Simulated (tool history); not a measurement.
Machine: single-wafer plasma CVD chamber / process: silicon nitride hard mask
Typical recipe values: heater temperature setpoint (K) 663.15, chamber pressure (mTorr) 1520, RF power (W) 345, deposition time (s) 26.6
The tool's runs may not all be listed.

run     day  heater temperature setpoint (K)  chamber pressure (mTorr)  RF power (W)  deposition time (s)  read-back reference wafer on the same gauge, thickness_nm  mean film thickness on the monitor wafer (nm)
  1       0                           663.15                      1520           345                 26.6                                                     27.891                                         31.914
  2   3.054                           663.15                      1520           345                 26.6                                                     27.909                                         31.786
  3   4.975                           663.15                      1520           345                 26.6                                                      27.91                                         31.885
  4     7.3                           663.15                      1630           345                 26.6                                                     27.908                                         32.806
  5   9.012                           663.15                      1630           345                 26.6                                                     27.894                                         32.697
  6  12.467                           663.15                      1520           345                 26.6                                                     27.907                                         31.987
     16.312  -- capacitance manometer re-zeroed and calibrated
  7  16.504                           663.15                      1520           345                 26.6                                                     27.912                                         31.173
  8  19.958                           663.15                      1520           345                 26.6                                                     27.899                                         31.343
  9  22.483                           663.15                      1520           345                 26.6                                                     27.905                                         31.502
     23.979  -- thermocouple changed; heater temperature recalibrated
 10  25.404                           663.15                      1520           345                 26.6                                                     27.899                                         31.507
 11  27.542                           663.15                      1650           345                 30.9                                                     27.882                                         37.531
     29.442  -- showerhead replaced
 12  31.979                           663.15                      1520           345                 26.6                                                     27.903                                         31.371
     33.667  -- gauge calibrated
 13  36.317                           657.15                      1520           370                 31.6                                                      27.91                                         39.612
 14  39.592                           663.15                      1630           365                 30.2                                                     27.897                                         38.306
 15  42.029                           663.15                      1520           345                 26.6                                                     27.899                                         31.388
 16  46.358                           663.15                      1710           345                 26.6                                                     27.907                                         32.818
     48.458  -- RF generator calibrated
 17   49.25                           650.15                      1520           345                 21.9                                                     27.895                                         26.149
 18  50.975                           663.15                      1520           345                 26.6                                                      27.91                                         31.439
 19  53.471                           663.15                      1520           305                 28.4                                                     27.913                                         30.167
 20  56.408                           663.15                      1520           385                 26.6                                                     27.895                                         34.272
 21    59.9                           651.15                      1520           400                 26.6                                                     27.903                                         35.599
 22  64.125                           663.15                      1520           345                 21.3                                                     27.904                                         25.325
 23  66.542                           663.15                      1520           345                 26.6                                                     27.919                                         31.538
 24  69.496                           663.15                      1520           390                 26.6                                                       27.9                                         34.945
     70.662  -- thermocouple changed; heater temperature recalibrated
 25  72.654                           672.15                      1520           320                 26.6                                                     27.902                                         29.461
 26  75.746                           663.15                      1770           370                 26.6                                                     27.903                                         35.501
 27  80.238                           676.15                      1520           345                 26.6                                                     27.917                                         31.468

Predict each of these 5 candidate next runs independently; none follows another, all start after run 27:
  A  80.254                           663.15                      1800           345                 26.6                                                          ?                                              ?
  B  80.254                           653.15                      1770           370                 22.4                                                          ?                                              ?
  C  80.254                           657.15                      1860           405                 29.4                                                          ?                                              ?
  D  80.254                           671.15                      1220           345                 30.3                                                          ?                                              ?
  E  80.254                           675.15                      1520           415                 26.6                                                          ?                                              ?

run  read-back reference wafer on the same gauge, thickness_nm  mean film thickness on the monitor wafer (nm)
  A                                                     27.903                                         33.531
  B                                                     27.903                                         29.852
  C                                                     27.903                                         42.523
  D                                                     27.903                                         32.506
  E                                                     27.903                                         36.083
The same runs, with their run-to-run variation unchanged, on a tool lacking any hidden condition would have given:
run  mean film thickness on the monitor wafer (nm)
  A                                         33.246
  B                                         29.596
  C                                         42.186
  D                                          32.17
  E                                         35.761
